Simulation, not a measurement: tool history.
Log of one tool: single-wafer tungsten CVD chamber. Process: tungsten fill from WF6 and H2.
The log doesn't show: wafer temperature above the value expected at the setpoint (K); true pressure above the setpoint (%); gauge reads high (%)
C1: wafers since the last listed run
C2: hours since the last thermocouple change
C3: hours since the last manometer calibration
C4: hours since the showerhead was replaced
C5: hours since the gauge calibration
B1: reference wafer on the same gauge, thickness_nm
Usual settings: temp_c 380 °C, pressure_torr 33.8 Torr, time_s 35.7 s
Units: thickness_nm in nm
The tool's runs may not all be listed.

Run 1, hour 0.0: usual settings but pressure_torr 38.8 Torr; C1 0; C2 1831.3; C3 2149.3; C4 6620.0; C5 156.4; B1 59.571. Result: thickness_nm 79.670 nm.
Run 2, hour 10.5: usual settings; C1 190; C2 1841.8; C3 2159.8; C4 6630.5; C5 166.9; B1 59.568. Result: thickness_nm 76.504 nm.
Run 3, hour 25.5: usual settings; C1 272; C2 1856.8; C3 2174.8; C4 6645.5; C5 181.9; B1 59.453. Result: thickness_nm 76.377 nm.
Run 4, hour 42.6: usual settings; C1 310; C2 1873.9; C3 2191.9; C4 6662.6; C5 199.0; B1 59.595. Result: thickness_nm 75.143 nm.
Run 5, hour 49.2: usual settings; C1 119; C2 1880.5; C3 2198.5; C4 6669.2; C5 205.6; B1 59.508. Result: thickness_nm 75.406 nm.
Run 6, hour 59.0: usual settings; C1 178; C2 1890.3; C3 2208.3; C4 6679.0; C5 215.4; B1 59.446. Result: thickness_nm 75.567 nm.
Run 7, hour 67.4: usual settings; C1 152; C2 1898.7; C3 2216.7; C4 6687.4; C5 223.8; B1 59.443. Result: thickness_nm 76.034 nm.
Run 8, hour 78.2: usual settings; C1 196; C2 1909.5; C3 2227.5; C4 6698.2; C5 234.6; B1 59.517. Result: thickness_nm 75.740 nm.
Run 9, hour 85.2: usual settings but time_s 38.2 s; C1 127; C2 1916.5; C3 2234.5; C4 6705.2; C5 241.6; B1 59.431. Result: thickness_nm 81.982 nm.
Run 10, hour 96.4: usual settings but temp_c 388 °C; C1 203; C2 1927.7; C3 2245.7; C4 6716.4; C5 252.8; B1 59.565. Result: thickness_nm 89.407 nm.
Run 11, hour 111.5: usual settings but temp_c 388 °C; C1 274; C2 1942.8; C3 2260.8; C4 6731.5; C5 267.9; B1 59.526. Result: thickness_nm 89.463 nm.
Run 12, hour 124.0: usual settings but temp_c 388 °C; C1 227; C2 1955.3; C3 2273.3; C4 6744.0; C5 280.4; B1 59.534. Result: thickness_nm 89.731 nm.
Run 13, hour 138.6: usual settings but temp_c 390 °C; C1 265; C2 1969.9; C3 2287.9; C4 6758.6; C5 295.0; B1 59.426. Result: thickness_nm 93.493 nm.
Run 14, hour 148.7: usual settings; C1 183; C2 1980.0; C3 2298.0; C4 6768.7; C5 305.1; B1 59.597. Result: thickness_nm 76.631 nm.
At hour 158.2: gauge calibrated.
Run 15, hour 159.6: usual settings but temp_c 388 °C; C1 198; C2 1990.9; C3 2308.9; C4 6779.6; C5 1.4; B1 59.413. Result: thickness_nm 89.865 nm.
Run 16, hour 175.6: usual settings but temp_c 385 °C; C1 290; C2 2006.9; C3 2324.9; C4 6795.6; C5 17.4; B1 59.464. Result: thickness_nm 84.097 nm.
Run 17, hour 188.3: usual settings but temp_c 390 °C, time_s 39.4 s; C1 230; C2 2019.6; C3 2337.6; C4 6808.3; C5 30.1; B1 59.508. Result: thickness_nm 103.351 nm.
Run 18, hour 199.9: usual settings but temp_c 390 °C, pressure_torr 38.8 Torr, time_s 42.7 s; C1 210; C2 2031.2; C3 2349.2; C4 6819.9; C5 41.7; B1 59.585. Result: thickness_nm 118.405 nm.
Run 19, hour 215.6: usual settings but time_s 33.0 s; C1 285; C2 2046.9; C3 2364.9; C4 6835.6; C5 57.4; B1 59.447. Result: thickness_nm 70.547 nm.
At hour 237.6: thermocouple changed; heater temperature recalibrated.
At hour 243.7: showerhead replaced.
Run 20, hour 244.2: usual settings but pressure_torr 39.8 Torr, time_s 31.4 s; C1 262; C2 6.6; C3 2393.5; C4 0.5; C5 86.0; B1 59.569. Result: thickness_nm 63.858 nm.
Run 21, hour 244.5: usual settings but temp_c 386 °C, pressure_torr 25.6 Torr, time_s 31.7 s; C1 5; C2 6.9; C3 2393.8; C4 0.8; C5 86.3; B1 59.469. Result: thickness_nm 61.103 nm.

Forecast run 22:
Run 22, hour 250.8: usual settings but temp_c 369 °C, pressure_torr 38.1 Torr, time_s 33.0 s; C1 114; C2 13.2; C3 2400.1; C4 7.1; C5 92.6; B1 ?. Result: thickness_nm ?.

B1: 59.526
thickness_nm: 52.473 nm
Without the tool's hidden state the same run would have given thickness_nm 52.280 nm.
